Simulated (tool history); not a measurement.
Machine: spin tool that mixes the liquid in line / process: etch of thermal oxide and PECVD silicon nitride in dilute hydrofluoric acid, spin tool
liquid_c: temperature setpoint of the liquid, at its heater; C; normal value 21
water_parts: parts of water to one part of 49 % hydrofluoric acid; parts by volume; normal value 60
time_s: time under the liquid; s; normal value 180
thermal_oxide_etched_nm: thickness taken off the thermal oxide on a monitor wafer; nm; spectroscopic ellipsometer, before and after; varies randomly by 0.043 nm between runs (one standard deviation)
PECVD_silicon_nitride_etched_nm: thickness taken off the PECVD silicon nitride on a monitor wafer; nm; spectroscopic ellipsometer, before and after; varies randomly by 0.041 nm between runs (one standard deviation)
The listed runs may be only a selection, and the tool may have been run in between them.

run	day	liquid_c	water_parts	time_s	wafers since the last listed run	hours since the thermometer was replaced	hours since the hydrofluoric acid flow meter was replaced	hours since the gauge calibration	read-back film thickness of the thermal oxide reference wafer, read on the same gauge (nm)	read-back film thickness of the PECVD silicon nitride reference wafer, read on the same gauge (nm)	thermal_oxide_etched_nm	PECVD_silicon_nitride_etched_nm
1	0	21	60	180	0	1082.4	33.4	1500.3	40.05	149.99	13.71	6.15
2	2.379	21	60	180	504	1139.5	90.5	1557.4	40.01	150	13.87	6.15
3	4.808	21	30	100	514	1197.8	148.8	1615.7	40.01	149.99	15.97	6.78
4	6.283	24	70	210	312	1233.2	184.2	1651.1	39.97	150	15.56	7.6
5	7.867	18	45	145	335	1271.2	222.2	1689.1	40.04	149.97	13.34	5.38
6	9.838	21	60	180	417	1318.5	269.5	1736.4	40	150.06	13.91	6.27
7	12.383	21	60	70	539	1379.6	330.6	1797.5	39.95	150.01	5.42	2.43
8	14.412	18.5	60	180	429	1428.3	379.3	1846.2	39.98	149.96	12.53	5.19
9	17.262	19.5	70	180	603	1496.7	447.7	1914.6	40.03	149.96	11.14	4.83
# day 18.071: thermometer replaced
10	18.442	26	60	80	240	8.9	476	1942.9	39.98	150.01	7.99	4.17
11	21.342	21	30	180	614	78.5	545.6	2012.5	40.03	150.01	30.41	13.19
12	22.45	24.5	50	180	234	105.1	572.2	2039.1	40.05	150.01	20.7	10.21
13	24.762	21	60	255	489	160.6	627.7	2094.6	40.01	149.97	20.86	9.39
# day 25.446: hydrofluoric acid flow meter replaced
14	26.908	17	85	110	445	212.1	35.1	2146.1	39.99	149.94	5.04	2.13
# day 27.712: gauge calibrated
15	28.075	18.5	80	150	247	240.1	63.1	8.7	39.99	150	7.83	3.44
16	30.358	21	60	180	483	294.9	117.9	63.5	39.96	150	14.29	6.48
17	32.829	21	60	180	523	354.2	177.2	122.8	39.98	150.02	14.28	6.51
18	34.083	19	80	285	265	384.3	207.3	152.9	40.02	149.97	15.28	6.72
19	36.95	25.5	75	180	607	453.1	276.1	221.7	40.01	150.02	13.67	7.09
20	38.517	21	30	90	331	490.7	313.7	259.3	39.98	150.07	14.93	6.38
21	40.846	21	60	180	493	546.6	369.6	315.2	39.95	149.97	14.36	6.55
22	42.433	21	80	180	336	584.7	407.7	353.3	39.98	150	10.55	4.92
23	48.6	21	60	180	1306	732.7	555.7	501.3	39.97	150.03	14.52	6.57
# day 49.446: hydrofluoric acid flow meter replaced
24	51.292	21	60	180	561	797.3	44.3	565.9	40.04	150.03	13.96	6.26

Alternative continuations, all from the tool just after run 24; predict every row:
A	51.312	21	60	130	4	797.8	44.8	566.4	?	?	?	?
B	51.312	21	60	140	4	797.8	44.8	566.4	?	?	?	?
C	51.312	17	80	265	4	797.8	44.8	566.4	?	?	?	?
D	51.312	21	90	180	4	797.8	44.8	566.4	?	?	?	?
E	51.312	24.5	80	285	4	797.8	44.8	566.4	?	?	?	?

run	read-back film thickness of the thermal oxide reference wafer, read on the same gauge (nm)	read-back film thickness of the PECVD silicon nitride reference wafer, read on the same gauge (nm)	thermal_oxide_etched_nm	PECVD_silicon_nitride_etched_nm
A	39.97	149.99	10.06	4.55
B	39.97	149.99	10.83	4.9
C	39.97	149.99	12.69	5.3
D	39.97	149.99	8.97	4.24
E	39.97	149.99	18.65	9.54
With no hidden state in the tool, these same runs would have given:
run	thermal_oxide_etched_nm	PECVD_silicon_nitride_etched_nm
A	10.3	4.76
B	11.1	5.12
C	13	5.55
D	9.18	4.43
E	19.07	9.96
